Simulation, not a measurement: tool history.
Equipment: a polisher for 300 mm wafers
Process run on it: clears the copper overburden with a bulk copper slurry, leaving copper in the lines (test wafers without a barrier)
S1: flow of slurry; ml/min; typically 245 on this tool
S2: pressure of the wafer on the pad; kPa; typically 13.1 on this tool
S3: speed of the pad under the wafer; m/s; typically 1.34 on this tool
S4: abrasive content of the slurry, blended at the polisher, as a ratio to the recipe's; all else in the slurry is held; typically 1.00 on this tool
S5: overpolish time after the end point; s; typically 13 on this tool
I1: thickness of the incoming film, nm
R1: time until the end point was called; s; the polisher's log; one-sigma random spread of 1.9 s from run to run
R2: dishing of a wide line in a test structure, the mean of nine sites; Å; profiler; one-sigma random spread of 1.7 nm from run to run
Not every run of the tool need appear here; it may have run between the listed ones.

run,hour,S1,S2,S3,S4,S5,I1,R1,R2
1,0.0,245,13.1,1.34,1.00,13,1087.0,125.7,648
2,40.9,245,13.1,1.34,1.00,13,1080.5,125.7,639
3,93.1,245,13.1,1.34,1.00,13,1084.4,127.5,629
# hour 95.3: slurry nozzle cleaned
# hour 140.8: slurry blender recalibrated
4,169.0,245,13.1,1.34,1.00,13,1078.1,122.4,679
5,236.4,245,13.1,1.34,1.00,13,1113.1,128.9,663
# hour 276.2: head pressure recalibrated
6,316.5,245,13.1,1.34,1.00,13,1094.3,126.1,671
# hour 377.9: worn pad replaced by a new one
7,408.1,245,13.1,1.34,1.00,13,1082.8,113.6,694
8,469.7,245,13.1,1.34,1.20,13,1076.0,115.8,712
9,512.7,245,13.1,1.34,1.00,13,1085.5,121.8,659
10,555.5,245,13.1,0.94,1.00,13,1074.0,175.2,520
11,597.8,245,13.1,1.74,1.00,18,1108.6,100.8,968
# hour 728.3: slurry nozzle cleaned
# hour 787.7: slurry blender recalibrated
# hour 799.1: head pressure recalibrated
12,912.9,245,13.1,1.34,1.00,13,1068.6,121.9,671
13,965.3,270,9.0,1.08,1.00,13,1088.0,199.2,472
14,1020.4,205,13.1,1.62,1.00,13,1077.8,106.3,729
# hour 1061.4: worn pad replaced by a new one
15,1066.6,205,13.1,1.62,1.00,13,1080.4,99.4,769
16,1120.5,245,13.1,0.90,1.00,13,1102.2,172.3,535
17,1186.7,245,13.1,1.34,1.00,13,1106.7,120.8,675
18,1230.3,280,13.1,1.70,1.25,20,1097.5,97.5,995
19,1319.6,245,13.1,1.34,0.75,7,1091.9,139.6,390
# hour 1360.6: slurry blender recalibrated
20,1361.1,245,14.5,1.34,1.00,13,1103.9,116.3,690
# hour 1373.7: slurry nozzle cleaned
21,1459.0,305,17.9,1.34,1.25,8,1085.5,96.7,614
# hour 1494.4: head pressure recalibrated
22,1509.5,190,13.1,1.48,1.15,13,1076.0,115.2,730
23,1565.8,190,13.1,1.34,1.00,13,1082.9,133.0,621
# hour 1613.8: worn pad replaced by a new one
24,1650.2,285,16.5,1.34,1.00,13,1100.1,99.1,789
25,1739.4,245,13.1,1.34,1.00,13,1089.2,121.6,674
26,1776.1,245,13.1,1.34,1.00,13,1094.8,125.0,659
27,1864.2,245,13.1,1.34,1.00,11,1090.5,127.3,575
# hour 2030.8: slurry blender recalibrated
# hour 2061.9: slurry nozzle cleaned
# hour 2063.3: head pressure recalibrated
28,2082.2,245,13.1,1.16,1.00,5,1087.3,137.7,276
29,2178.8,245,13.1,1.34,1.00,13,1103.1,132.4,660

3 options for the next run, each taken on its own from the tool as it stands now. Forecast them:
A,2179.3,245,13.1,1.34,1.00,13,1093.7,?,?
B,2179.3,270,13.1,1.54,1.00,13,1093.7,?,?
C,2179.3,245,13.1,1.14,0.85,13,1093.7,?,?

run,R1,R2
A,126.1,656
B,110.4,718
C,148.6,583
Without the tool's unlogged condition, the same runs would have read:
run,R1,R2
A,111.4,714
B,97.5,778
C,131.2,638
